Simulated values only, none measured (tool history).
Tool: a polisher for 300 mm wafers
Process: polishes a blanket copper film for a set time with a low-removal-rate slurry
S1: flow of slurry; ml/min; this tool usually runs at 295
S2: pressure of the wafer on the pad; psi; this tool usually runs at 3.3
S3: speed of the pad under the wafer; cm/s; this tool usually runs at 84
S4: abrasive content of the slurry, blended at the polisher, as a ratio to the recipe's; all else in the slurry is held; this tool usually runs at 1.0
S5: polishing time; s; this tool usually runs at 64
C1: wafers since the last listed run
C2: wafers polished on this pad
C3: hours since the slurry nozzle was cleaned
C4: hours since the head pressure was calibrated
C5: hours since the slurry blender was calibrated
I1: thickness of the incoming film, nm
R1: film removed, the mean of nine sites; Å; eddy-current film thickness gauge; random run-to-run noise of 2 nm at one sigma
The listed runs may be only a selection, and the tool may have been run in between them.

run   hour   S1   S2  S3   S4  S5   C1    C2     C3      C4     C5      I1    R1
  1    0.0  295  3.3  84  1.0  64    0  1261  304.6  1484.3   83.5  1034.7  1414
  2   10.1  295  3.3  84  1.0  64   94  1356  314.7  1494.4   93.6  1014.6  1368
  3   16.5  295  3.3  84  1.0  64   59  1416  321.1  1500.8  100.0  1010.2  1391
      21.5  -- worn pad replaced by a new one
  4   55.4  295  3.3  84  1.0  64  326   317  360.0  1539.7  138.9  1006.2  1524
  5   83.4  295  3.3  84  1.0  64  261   579  388.0  1567.7  166.9  1016.6  1483
  6   91.4  295  3.3  84  1.0  64   74   654  396.0  1575.7  174.9  1039.3  1464
  7  104.8  295  3.3  84  1.0  64  125   779  409.4  1589.1  188.3  1015.3  1419
     141.6  -- worn pad replaced by a new one
  8  152.0  295  3.3  84  1.2  64  404    97  456.6  1636.3  235.5  1023.6  1572
  9  166.9  295  3.3  84  1.2  64  139   237  471.5  1651.2  250.4  1023.1  1548
     180.7  -- head pressure recalibrated
 10  183.3  295  3.3  84  1.0  64  134   371  487.9     2.6  266.8  1022.8  1442
 11  194.4  295  3.3  84  1.0  64  103   475  499.0    13.7  277.9  1005.9  1449
 12  202.9  320  3.3  84  1.0  64   79   555  507.5    22.2  286.4  1007.5  1399
 13  237.9  260  3.3  84  1.0  64  327   882  542.5    57.2  321.4  1017.7  1382
     262.6  -- slurry nozzle cleaned
 14  270.4  210  2.3  84  1.0  64  294  1177    7.8    89.7  353.9  1015.2  1003
     273.7  -- slurry blender recalibrated
     282.7  -- worn pad replaced by a new one
 15  283.8  295  3.3  84  1.0  81   69    10   21.2   103.1   10.1  1002.4  1978
 16  294.0  295  3.3  84  1.0  64   95   105   31.4   113.3   20.3  1011.8  1523
 17  310.1  295  3.3  84  1.0  64  150   256   47.5   129.4   36.4  1029.4  1498
 18  321.0  295  3.3  84  1.0  64  101   358   58.4   140.3   47.3  1020.0  1482
 19  330.4  260  4.2  60  1.0  76   87   446   67.8   149.7   56.7  1015.7  1490
 20  336.8  365  3.3  84  1.0  53   59   506   74.2   156.1   63.1  1012.7  1214
 21  353.1  295  3.3  84  1.2  64  152   658   90.5   172.4   79.4  1033.2  1492
 22  359.6  295  3.3  70  1.0  78   60   719   97.0   178.9   85.9  1020.5  1471
 23  369.9  295  3.3  84  0.7  64   96   815  107.3   189.2   96.2  1030.6  1326
 24  380.6  295  3.3  64  1.0  64  100   915  118.0   199.9  106.9  1012.6  1050
 25  394.4  295  3.3  84  1.0  64  129  1044  131.8   213.7  120.7  1017.7  1380

4 ways to go on from here, each from the tool as it stands after run 25. What would each give?
  A  394.8  295  3.3  66  1.0  64   3  1048  132.2  214.1  121.1  1027.8   ?
  B  394.8  205  4.4  64  1.0  64   3  1048  132.2  214.1  121.1  1027.8   ?
  C  394.8  370  3.3  84  1.0  64   3  1048  132.2  214.1  121.1  1027.8   ?
  D  394.8  295  3.8  84  1.0  54   3  1048  132.2  214.1  121.1  1027.8   ?

run    R1
  A  1112
  B  1314
  C  1438
  D  1333
Stripped of hidden state, with their random variation kept, the same runs would have yielded:
run    R1
  A  1259
  B  1487
  C  1627
  D  1509
